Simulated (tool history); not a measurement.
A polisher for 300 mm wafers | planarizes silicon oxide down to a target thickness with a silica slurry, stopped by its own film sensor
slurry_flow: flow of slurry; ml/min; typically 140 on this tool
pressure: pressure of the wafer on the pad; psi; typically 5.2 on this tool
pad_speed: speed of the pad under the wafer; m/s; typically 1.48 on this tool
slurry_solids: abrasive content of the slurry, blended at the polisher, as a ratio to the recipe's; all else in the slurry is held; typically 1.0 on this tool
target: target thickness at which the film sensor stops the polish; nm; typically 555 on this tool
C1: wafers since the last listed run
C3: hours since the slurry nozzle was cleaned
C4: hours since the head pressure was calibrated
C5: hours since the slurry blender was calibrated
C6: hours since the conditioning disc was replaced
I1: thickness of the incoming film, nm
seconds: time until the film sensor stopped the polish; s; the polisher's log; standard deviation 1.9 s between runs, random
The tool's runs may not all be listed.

{"run": 1, "hour": 0.0, "slurry_flow": 175, "pressure": 5.2, "pad_speed": 1.48, "slurry_solids": 1.0, "target": 555, "C1": 0, "wafers polished on this pad": 344, "C3": 20.8, "C4": 552.5, "C5": 72.1, "C6": 81.1, "I1": 1112.9, "seconds": 110.4}
{"run": 2, "hour": 78.0, "slurry_flow": 140, "pressure": 5.2, "pad_speed": 1.48, "slurry_solids": 1.0, "target": 432, "C1": 382, "wafers polished on this pad": 727, "C3": 98.8, "C4": 630.5, "C5": 150.1, "C6": 159.1, "I1": 1109.3, "seconds": 139.6}
{"run": 3, "hour": 121.3, "slurry_flow": 140, "pressure": 5.2, "pad_speed": 1.48, "slurry_solids": 1.0, "target": 432, "C1": 212, "wafers polished on this pad": 939, "C3": 142.1, "C4": 673.8, "C5": 193.4, "C6": 202.4, "I1": 1088.0, "seconds": 132.1}
{"run": 4, "hour": 210.8, "slurry_flow": 140, "pressure": 5.2, "pad_speed": 1.48, "slurry_solids": 1.0, "target": 432, "C1": 439, "wafers polished on this pad": 1379, "C3": 231.6, "C4": 763.3, "C5": 282.9, "C6": 291.9, "I1": 1130.9, "seconds": 150.3}
{"hour": 237.0, "done": "slurry blender recalibrated"}
{"hour": 243.3, "done": "conditioning disc replaced and pad reconditioned"}
{"hour": 272.8, "done": "worn pad replaced by a new one"}
{"run": 5, "hour": 273.3, "slurry_flow": 140, "pressure": 5.2, "pad_speed": 1.48, "slurry_solids": 1.0, "target": 555, "C1": 267, "wafers polished on this pad": 2, "C3": 294.1, "C4": 825.8, "C5": 36.3, "C6": 30.0, "I1": 1113.3, "seconds": 118.7}
{"hour": 294.4, "done": "head pressure recalibrated"}
{"hour": 313.0, "done": "slurry nozzle cleaned"}
{"run": 6, "hour": 372.3, "slurry_flow": 140, "pressure": 5.2, "pad_speed": 1.48, "slurry_solids": 1.0, "target": 555, "C1": 471, "wafers polished on this pad": 473, "C3": 59.3, "C4": 77.9, "C5": 135.3, "C6": 129.0, "I1": 1116.0, "seconds": 126.9}
{"run": 7, "hour": 454.9, "slurry_flow": 140, "pressure": 5.2, "pad_speed": 1.48, "slurry_solids": 1.0, "target": 555, "C1": 405, "wafers polished on this pad": 879, "C3": 141.9, "C4": 160.5, "C5": 217.9, "C6": 211.6, "I1": 1129.3, "seconds": 137.2}
{"hour": 535.7, "done": "conditioning disc replaced and pad reconditioned"}
{"run": 8, "hour": 539.1, "slurry_flow": 140, "pressure": 5.2, "pad_speed": 1.48, "slurry_solids": 1.0, "target": 555, "C1": 403, "wafers polished on this pad": 1282, "C3": 226.1, "C4": 244.7, "C5": 302.1, "C6": 3.4, "I1": 1113.0, "seconds": 136.0}
{"hour": 586.3, "done": "slurry blender recalibrated"}
{"run": 9, "hour": 593.3, "slurry_flow": 140, "pressure": 5.2, "pad_speed": 1.48, "slurry_solids": 1.0, "target": 555, "C1": 256, "wafers polished on this pad": 1539, "C3": 280.3, "C4": 298.9, "C5": 7.0, "C6": 57.6, "I1": 1112.6, "seconds": 137.2}
{"hour": 606.3, "done": "slurry nozzle cleaned, repeated, since the last time left the tool worse"}
{"hour": 624.5, "done": "worn pad replaced by a new one"}
{"run": 10, "hour": 668.4, "slurry_flow": 115, "pressure": 5.2, "pad_speed": 1.48, "slurry_solids": 1.0, "target": 648, "C1": 344, "wafers polished on this pad": 215, "C3": 62.1, "C4": 374.0, "C5": 82.1, "C6": 132.7, "I1": 1103.7, "seconds": 98.1}
{"run": 11, "hour": 719.8, "slurry_flow": 115, "pressure": 5.2, "pad_speed": 1.48, "slurry_solids": 1.0, "target": 648, "C1": 252, "wafers polished on this pad": 467, "C3": 113.5, "C4": 425.4, "C5": 133.5, "C6": 184.1, "I1": 1117.9, "seconds": 103.5}
{"run": 12, "hour": 765.1, "slurry_flow": 165, "pressure": 4.2, "pad_speed": 1.48, "slurry_solids": 0.8, "target": 377, "C1": 222, "wafers polished on this pad": 690, "C3": 158.8, "C4": 470.7, "C5": 178.8, "C6": 229.4, "I1": 1128.2, "seconds": 211.4}
{"hour": 805.2, "done": "conditioning disc replaced and pad reconditioned"}
{"run": 13, "hour": 847.9, "slurry_flow": 180, "pressure": 6.8, "pad_speed": 1.8, "slurry_solids": 1.0, "target": 555, "C1": 396, "wafers polished on this pad": 1087, "C3": 241.6, "C4": 553.5, "C5": 261.6, "C6": 42.7, "I1": 1093.0, "seconds": 72.3}
{"hour": 872.7, "done": "slurry blender recalibrated"}
{"hour": 909.4, "done": "slurry nozzle cleaned"}
{"hour": 916.7, "done": "worn pad replaced by a new one"}
{"run": 14, "hour": 940.2, "slurry_flow": 140, "pressure": 5.2, "pad_speed": 1.48, "slurry_solids": 1.2, "target": 555, "C1": 418, "wafers polished on this pad": 115, "C3": 30.8, "C4": 645.8, "C5": 67.5, "C6": 135.0, "I1": 1116.5, "seconds": 105.8}
{"run": 15, "hour": 980.1, "slurry_flow": 140, "pressure": 5.2, "pad_speed": 1.48, "slurry_solids": 1.0, "target": 555, "C1": 195, "wafers polished on this pad": 311, "C3": 70.7, "C4": 685.7, "C5": 107.4, "C6": 174.9, "I1": 1120.9, "seconds": 117.0}
{"run": 16, "hour": 1080.7, "slurry_flow": 140, "pressure": 5.2, "pad_speed": 1.48, "slurry_solids": 1.3, "target": 381, "C1": 493, "wafers polished on this pad": 805, "C3": 171.3, "C4": 786.3, "C5": 208.0, "C6": 275.5, "I1": 1099.5, "seconds": 135.8}
{"hour": 1098.7, "done": "conditioning disc replaced and pad reconditioned"}
{"hour": 1130.8, "done": "head pressure recalibrated"}
{"hour": 1146.3, "done": "slurry blender recalibrated"}
{"hour": 1190.8, "done": "worn pad replaced by a new one"}
{"run": 17, "hour": 1191.3, "slurry_flow": 140, "pressure": 5.8, "pad_speed": 1.48, "slurry_solids": 1.0, "target": 489, "C1": 493, "wafers polished on this pad": 2, "C3": 281.9, "C4": 60.5, "C5": 45.0, "C6": 92.6, "I1": 1099.8, "seconds": 120.5}
{"hour": 1229.8, "done": "slurry nozzle cleaned"}
{"run": 18, "hour": 1230.3, "slurry_flow": 175, "pressure": 5.2, "pad_speed": 1.04, "slurry_solids": 1.0, "target": 555, "C1": 186, "wafers polished on this pad": 189, "C3": 0.5, "C4": 99.5, "C5": 84.0, "C6": 131.6, "I1": 1126.0, "seconds": 142.6}
{"run": 19, "hour": 1308.0, "slurry_flow": 90, "pressure": 5.2, "pad_speed": 1.48, "slurry_solids": 1.0, "target": 388, "C1": 381, "wafers polished on this pad": 570, "C3": 78.2, "C4": 177.2, "C5": 161.7, "C6": 209.3, "I1": 1108.3, "seconds": 163.4}
{"run": 20, "hour": 1383.8, "slurry_flow": 140, "pressure": 5.2, "pad_speed": 1.48, "slurry_solids": 1.0, "target": 555, "C1": 372, "wafers polished on this pad": 942, "C3": 154.0, "C4": 253.0, "C5": 237.5, "C6": 285.1, "I1": 1092.9, "seconds": 112.8}
{"run": 21, "hour": 1434.4, "slurry_flow": 140, "pressure": 5.2, "pad_speed": 1.8, "slurry_solids": 1.0, "target": 555, "C1": 248, "wafers polished on this pad": 1191, "C3": 204.6, "C4": 303.6, "C5": 288.1, "C6": 335.7, "I1": 1111.5, "seconds": 101.2}
{"hour": 1461.4, "done": "conditioning disc replaced and pad reconditioned"}
{"hour": 1464.7, "done": "slurry blender recalibrated"}
{"run": 22, "hour": 1527.1, "slurry_flow": 100, "pressure": 5.2, "pad_speed": 1.48, "slurry_solids": 1.0, "target": 661, "C1": 435, "wafers polished on this pad": 1626, "C3": 297.3, "C4": 396.3, "C5": 62.4, "C6": 65.7, "I1": 1101.2, "seconds": 107.4}
{"hour": 1550.0, "done": "worn pad replaced by a new one"}
{"hour": 1585.2, "done": "slurry nozzle cleaned"}
{"run": 23, "hour": 1585.7, "slurry_flow": 140, "pressure": 5.2, "pad_speed": 1.48, "slurry_solids": 1.0, "target": 555, "C1": 263, "wafers polished on this pad": 170, "C3": 0.5, "C4": 454.9, "C5": 121.0, "C6": 124.3, "I1": 1119.8, "seconds": 114.2}

Predict each of these 5 candidate next runs independently; none follows another, all start after run 23:
{"run": "A", "hour": 1586.2, "slurry_flow": 140, "pressure": 5.2, "pad_speed": 1.82, "slurry_solids": 1.0, "target": 555, "C1": 2, "wafers polished on this pad": 172, "C3": 1.0, "C4": 455.4, "C5": 121.5, "C6": 124.8, "I1": 1110.6, "seconds": "?"}
{"run": "B", "hour": 1586.2, "slurry_flow": 165, "pressure": 3.9, "pad_speed": 1.48, "slurry_solids": 1.0, "target": 555, "C1": 2, "wafers polished on this pad": 172, "C3": 1.0, "C4": 455.4, "C5": 121.5, "C6": 124.8, "I1": 1110.6, "seconds": "?"}
{"run": "C", "hour": 1586.2, "slurry_flow": 140, "pressure": 6.6, "pad_speed": 1.48, "slurry_solids": 1.3, "target": 555, "C1": 2, "wafers polished on this pad": 172, "C3": 1.0, "C4": 455.4, "C5": 121.5, "C6": 124.8, "I1": 1110.6, "seconds": "?"}
{"run": "D", "hour": 1586.2, "slurry_flow": 140, "pressure": 3.9, "pad_speed": 1.84, "slurry_solids": 1.0, "target": 709, "C1": 2, "wafers polished on this pad": 172, "C3": 1.0, "C4": 455.4, "C5": 121.5, "C6": 124.8, "I1": 1110.6, "seconds": "?"}
{"run": "E", "hour": 1586.2, "slurry_flow": 140, "pressure": 6.8, "pad_speed": 1.48, "slurry_solids": 1.0, "target": 713, "C1": 2, "wafers polished on this pad": 172, "C3": 1.0, "C4": 455.4, "C5": 121.5, "C6": 124.8, "I1": 1110.6, "seconds": "?"}

run=A seconds=99.5
run=B seconds=147.6
run=C seconds=80.5
run=D seconds=95.0
run=E seconds=62.7
With the hidden condition removed and each run's random variation left untouched, the same runs would have given:
run=A seconds=99.0
run=B seconds=146.9
run=C seconds=80.1
run=D seconds=94.5
run=E seconds=62.4
